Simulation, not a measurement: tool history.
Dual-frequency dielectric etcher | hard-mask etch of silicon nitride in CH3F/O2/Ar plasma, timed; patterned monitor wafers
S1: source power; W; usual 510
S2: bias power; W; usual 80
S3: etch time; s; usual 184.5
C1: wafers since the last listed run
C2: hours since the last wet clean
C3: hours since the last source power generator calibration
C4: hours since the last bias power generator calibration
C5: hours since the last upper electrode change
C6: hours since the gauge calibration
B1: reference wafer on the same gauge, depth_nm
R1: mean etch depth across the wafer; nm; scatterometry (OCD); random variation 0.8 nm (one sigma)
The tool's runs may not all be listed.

| run | hour | S1 | S2 | S3 | C1 | C2 | C3 | C4 | C5 | C6 | B1 | R1 |
|---|---|---|---|---|---|---|---|---|---|---|---|---|
| 1 | 0 | 510 | 80 | 184.5 | 0 | 190.6 | 4012.5 | 2098.8 | 3595.1 | 1350.7 | 141 | 150.6 |
| 2 | 57.4 | 510 | 67 | 149 | 468 | 248 | 4069.9 | 2156.2 | 3652.5 | 1408.1 | 140.6 | 113.5 |
| 3 | 124.9 | 510 | 67 | 149 | 550 | 315.5 | 4137.4 | 2223.7 | 3720 | 1475.6 | 141 | 111.7 |
| 4 | 169.6 | 510 | 67 | 149 | 364 | 360.2 | 4182.1 | 2268.4 | 3764.7 | 1520.3 | 141.1 | 111.3 |
|  | 186 | gauge calibrated |
| 5 | 209.5 | 510 | 80 | 184.5 | 325 | 400.1 | 4222 | 2308.3 | 3804.6 | 23.5 | 141 | 148 |
| 6 | 233.6 | 510 | 80 | 184.5 | 196 | 424.2 | 4246.1 | 2332.4 | 3828.7 | 47.6 | 141.2 | 147.2 |
| 7 | 286.7 | 510 | 80 | 184.5 | 433 | 477.3 | 4299.2 | 2385.5 | 3881.8 | 100.7 | 140.9 | 146.1 |
|  | 345.1 | wet clean of the chamber |
| 8 | 345.6 | 460 | 85 | 184.5 | 284 | 0.5 | 4358.1 | 2444.4 | 3940.7 | 159.6 | 141.1 | 153.6 |
| 9 | 391.3 | 410 | 80 | 184.5 | 372 | 46.2 | 4403.8 | 2490.1 | 3986.4 | 205.3 | 140.9 | 145.9 |
| 10 | 431.3 | 510 | 80 | 184.5 | 326 | 86.2 | 4443.8 | 2530.1 | 4026.4 | 245.3 | 140.7 | 153.9 |
| 11 | 455.6 | 450 | 80 | 134.5 | 198 | 110.5 | 4468.1 | 2554.4 | 4050.7 | 269.6 | 140.9 | 107.6 |
| 12 | 493 | 600 | 95 | 137.5 | 304 | 147.9 | 4505.5 | 2591.8 | 4088.1 | 307 | 141 | 126.7 |
| 13 | 538.4 | 510 | 80 | 165 | 370 | 193.3 | 4550.9 | 2637.2 | 4133.5 | 352.4 | 140.8 | 135.4 |
| 14 | 595.1 | 510 | 80 | 184.5 | 462 | 250 | 4607.6 | 2693.9 | 4190.2 | 409.1 | 140.7 | 148.7 |
| 15 | 639.1 | 510 | 80 | 184.5 | 358 | 294 | 4651.6 | 2737.9 | 4234.2 | 453.1 | 141.3 | 150.2 |
| 16 | 692.2 | 610 | 65 | 184.5 | 433 | 347.1 | 4704.7 | 2791 | 4287.3 | 506.2 | 141.2 | 143.6 |
| 17 | 725.2 | 510 | 80 | 184.5 | 269 | 380.1 | 4737.7 | 2824 | 4320.3 | 539.2 | 140.9 | 150.5 |
| 18 | 764.7 | 620 | 86 | 155 | 322 | 419.6 | 4777.2 | 2863.5 | 4359.8 | 578.7 | 140.6 | 135.7 |
|  | 787.1 | source power generator calibrated |
| 19 | 801.3 | 380 | 80 | 145 | 265 | 456.2 | 14.2 | 2900.1 | 4396.4 | 615.3 | 141.1 | 108.5 |
|  | 893.8 | wet clean of the chamber |
| 20 | 982.2 | 510 | 80 | 184.5 | 1279 | 88.4 | 195.1 | 3081 | 4577.3 | 796.2 | 141.2 | 154.2 |
|  | 999.3 | bias power generator calibrated |
| 21 | 1051.4 | 550 | 89 | 212.5 | 531 | 157.6 | 264.3 | 52.1 | 4646.5 | 865.4 | 140.9 | 187.7 |
|  | 1082.1 | upper electrode replaced |
| 22 | 1104 | 460 | 80 | 184.5 | 233 | 210.2 | 316.9 | 104.7 | 21.9 | 918 | 140.9 | 146.7 |
| 23 | 1280.6 | 510 | 63 | 215 | 1440 | 386.8 | 493.5 | 281.3 | 198.5 | 1094.6 | 140.6 | 158.1 |
| 24 | 1314.8 | 510 | 80 | 184.5 | 278 | 421 | 527.7 | 315.5 | 232.7 | 1128.8 | 141.1 | 148.6 |
| 25 | 1343.1 | 440 | 80 | 184.5 | 230 | 449.3 | 556 | 343.8 | 261 | 1157.1 | 140.7 | 142.1 |
|  | 1372 | gauge calibrated |
|  | 1379.7 | wet clean of the chamber |
| 26 | 1403.9 | 510 | 80 | 184.5 | 300 | 24.2 | 616.8 | 404.6 | 321.8 | 31.9 | 141.2 | 153.6 |
| 27 | 1464.3 | 510 | 89 | 184.5 | 492 | 84.6 | 677.2 | 465 | 382.2 | 92.3 | 141.1 | 160.4 |
| 28 | 1529.2 | 510 | 98 | 156 | 529 | 149.5 | 742.1 | 529.9 | 447.1 | 157.2 | 141.1 | 138.7 |
| 29 | 1568.3 | 420 | 63 | 235 | 318 | 188.6 | 781.2 | 569 | 486.2 | 196.3 | 141.1 | 166.6 |
| 30 | 1640 | 470 | 67 | 184.5 | 584 | 260.3 | 852.9 | 640.7 | 557.9 | 268 | 141 | 137.1 |

Measured less the same run without the tool's hidden state. The same run-to-run variation is in both; the gauge's scatter may not be:
The hidden state here: etch rate over this chamber's usual, %; source power that arrives over what is set, %; bias power that arrives over what is set, %; gauge reads high (%).
| run | R1 |
|---|---|
| 1 | -3.9 |
| 2 | -3.6 |
| 3 | -4.4 |
| 4 | -4.9 |
| 5 | -7.2 |
| 6 | -7.5 |
| 7 | -8.3 |
| 8 | +0.1 |
| 9 | -0.6 |
| 10 | -1.2 |
| 11 | -1.1 |
| 12 | -1.8 |
| 13 | -2.5 |
| 14 | -3.7 |
| 15 | -4.4 |
| 16 | -5 |
| 17 | -5.8 |
| 18 | -5.8 |
| 19 | -5.1 |
| 20 | -0.9 |
| 21 | -2.4 |
| 22 | -2.6 |
| 23 | -5.7 |
| 24 | -6 |
| 25 | -6.2 |
| 26 | -0.4 |
| 27 | -1.3 |
| 28 | -2.1 |
| 29 | -3.2 |
| 30 | -3.7 |
